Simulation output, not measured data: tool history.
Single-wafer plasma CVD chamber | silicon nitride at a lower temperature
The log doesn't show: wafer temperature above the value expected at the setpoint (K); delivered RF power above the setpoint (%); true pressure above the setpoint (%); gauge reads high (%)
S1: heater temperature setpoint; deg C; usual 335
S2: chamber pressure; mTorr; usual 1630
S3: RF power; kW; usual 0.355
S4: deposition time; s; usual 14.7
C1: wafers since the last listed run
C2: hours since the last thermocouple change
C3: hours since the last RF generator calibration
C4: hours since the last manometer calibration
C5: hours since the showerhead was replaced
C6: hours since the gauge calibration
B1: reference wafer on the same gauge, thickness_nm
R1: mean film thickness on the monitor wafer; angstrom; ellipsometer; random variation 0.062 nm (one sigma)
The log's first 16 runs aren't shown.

run	hour	S1	S2	S3	S4	C1	C2	C3	C4	C5	C6	B1	R1
17	203.4	348	1630	0.355	14.7	336	2541.8	138.9	142.2	119.2	154.8	17.194	186.25
# hour 218.9: thermocouple changed; heater temperature recalibrated
18	219.4	345	1630	0.395	14.7	206	0.5	154.9	158.2	135.2	170.8	17.184	202.61
19	224.3	335	1630	0.355	14.7	126	5.4	159.8	163.1	140.1	175.7	17.196	186.99
20	230.5	344	1630	0.355	14.7	160	11.6	166	169.3	146.3	181.9	17.185	186.82
21	248.4	344	1630	0.385	14.7	462	29.5	183.9	187.2	164.2	199.8	17.185	198.37
22	256.3	335	1630	0.285	14.7	204	37.4	191.8	195.1	172.1	207.7	17.217	153.74
23	262.4	335	1630	0.355	14.7	157	43.5	197.9	201.2	178.2	213.8	17.211	187.95
24	311.2	329	1930	0.305	12.2	1261	92.3	246.7	250	227	262.6	17.179	142.36
25	325.8	335	1470	0.355	14.7	377	106.9	261.3	264.6	241.6	277.2	17.21	182.36
26	337	335	1630	0.39	12	289	118.1	272.5	275.8	252.8	288.4	17.202	164.99
27	353.1	335	1870	0.31	14.7	416	134.2	288.6	291.9	268.9	304.5	17.238	172.16
28	365.4	335	1630	0.395	12	317	146.5	300.9	304.2	281.2	316.8	17.195	166.17
29	383.2	343	1320	0.355	16.2	460	164.3	318.7	322	299	334.6	17.2	194.87
30	398.3	335	1260	0.355	13.5	390	179.4	333.8	337.1	314.1	349.7	17.214	161.8

3 ways to go on from here, each from the tool as it stands after run 30. What would each give?
A	398.7	335	1630	0.3	14.7	10	179.8	334.2	337.5	314.5	350.1	?	?
B	398.7	346	1790	0.29	16.2	10	179.8	334.2	337.5	314.5	350.1	?	?
C	398.7	321	1990	0.355	17.1	10	179.8	334.2	337.5	314.5	350.1	?	?

run	B1	R1
A	17.195	161.66
B	17.195	175.67
C	17.195	229.48
Without the tool's hidden state the same runs would have given:
run	R1
A	162.97
B	177.15
C	231.23
